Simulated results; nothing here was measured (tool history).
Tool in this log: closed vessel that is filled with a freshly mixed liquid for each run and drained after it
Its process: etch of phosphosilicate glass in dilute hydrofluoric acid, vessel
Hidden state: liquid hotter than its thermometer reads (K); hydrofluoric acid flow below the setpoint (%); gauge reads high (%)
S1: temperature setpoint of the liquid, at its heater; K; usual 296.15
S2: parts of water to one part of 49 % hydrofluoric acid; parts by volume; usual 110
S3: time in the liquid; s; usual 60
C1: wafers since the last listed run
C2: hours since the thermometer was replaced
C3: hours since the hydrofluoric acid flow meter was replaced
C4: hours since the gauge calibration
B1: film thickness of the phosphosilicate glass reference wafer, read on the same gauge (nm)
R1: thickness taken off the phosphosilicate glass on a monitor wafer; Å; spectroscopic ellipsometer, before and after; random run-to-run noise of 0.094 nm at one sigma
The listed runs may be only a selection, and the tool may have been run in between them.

run 1 hour=0 | S1=296.15 S2=110 S3=60 | C1=0 C2=1973.9 C3=1629.5 C4=12.8 | B1=119.99 | R1=330.1
run 2 hour=17.9 | S1=296.15 S2=110 S3=60 | C1=2320 C2=1991.8 C3=1647.4 C4=30.7 | B1=119.99 | R1=330.8
run 3 hour=38.4 | S1=299.65 S2=110 S3=60 | C1=2657 C2=2012.3 C3=1667.9 C4=51.2 | B1=119.98 | R1=381.2
run 4 hour=56.3 | S1=296.15 S2=110 S3=60 | C1=2320 C2=2030.2 C3=1685.8 C4=69.1 | B1=120.04 | R1=334.5
run 5 hour=87.4 | S1=296.15 S2=110 S3=60 | C1=4031 C2=2061.3 C3=1716.9 C4=100.2 | B1=120.02 | R1=332.9
run 6 hour=104.1 | S1=296.15 S2=110 S3=60 | C1=2164 C2=2078 C3=1733.6 C4=116.9 | B1=120 | R1=332.5
run 7 hour=134.2 | S1=296.15 S2=110 S3=60 | C1=3901 C2=2108.1 C3=1763.7 C4=147 | B1=120.01 | R1=335.8
run 8 hour=168.8 | S1=296.15 S2=110 S3=60 | C1=4485 C2=2142.7 C3=1798.3 C4=181.6 | B1=120 | R1=334.1
run 9 hour=193.3 | S1=296.15 S2=110 S3=60 | C1=3175 C2=2167.2 C3=1822.8 C4=206.1 | B1=120.02 | R1=333.3
run 10 hour=206.8 | S1=298.65 S2=110 S3=60 | C1=1750 C2=2180.7 C3=1836.3 C4=219.6 | B1=120.05 | R1=367.8
run 11 hour=233.1 | S1=298.65 S2=110 S3=60 | C1=3409 C2=2207 C3=1862.6 C4=245.9 | B1=120.01 | R1=368
run 12 hour=260.9 | S1=294.15 S2=110 S3=60 | C1=3603 C2=2234.8 C3=1890.4 C4=273.7 | B1=119.99 | R1=309.3
run 13 hour=284.9 | S1=294.15 S2=110 S3=60 | C1=3111 C2=2258.8 C3=1914.4 C4=297.7 | B1=120.03 | R1=310.4
-- hour=298.9 hydrofluoric acid flow meter replaced
run 14 hour=301.5 | S1=299.15 S2=110 S3=45 | C1=2022 C2=2275.4 C3=2.6 C4=314.3 | B1=119.98 | R1=281.2
run 15 hour=333.7 | S1=296.15 S2=160 S3=60 | C1=4174 C2=2307.6 C3=34.8 C4=346.5 | B1=120.01 | R1=216.2
run 16 hour=352.3 | S1=292.65 S2=90 S3=60 | C1=2411 C2=2326.2 C3=53.4 C4=365.1 | B1=119.98 | R1=363.8
run 17 hour=375.2 | S1=296.15 S2=110 S3=60 | C1=2968 C2=2349.1 C3=76.3 C4=388 | B1=119.99 | R1=336
-- hour=389.3 thermometer replaced
run 18 hour=400.9 | S1=296.15 S2=110 S3=60 | C1=3201 C2=11.6 C3=102 C4=413.7 | B1=119.99 | R1=309
run 19 hour=427.9 | S1=296.15 S2=110 S3=30 | C1=3500 C2=38.6 C3=129 C4=440.7 | B1=119.99 | R1=154.1
-- hour=452.8 gauge calibrated
run 20 hour=459.1 | S1=294.65 S2=110 S3=85 | C1=4044 C2=69.8 C3=160.2 C4=6.3 | B1=119.98 | R1=412.7
run 21 hour=473.8 | S1=291.65 S2=110 S3=85 | C1=1905 C2=84.5 C3=174.9 C4=21 | B1=119.99 | R1=367
run 22 hour=503.3 | S1=293.65 S2=80 S3=80 | C1=3824 C2=114 C3=204.4 C4=50.5 | B1=119.96 | R1=532.5

Run 23 comes next. What will it give?
run 23 hour=534.2 | S1=296.15 S2=110 S3=60 | C1=4005 C2=144.9 C3=235.3 C4=81.4 | B1=? | R1=?

Run 23 measured B1 120.02, R1 311.5 Å.
Take away the tool's hidden state, keep the run-to-run variation as it was, and the same run would have given R1 309.4 Å.
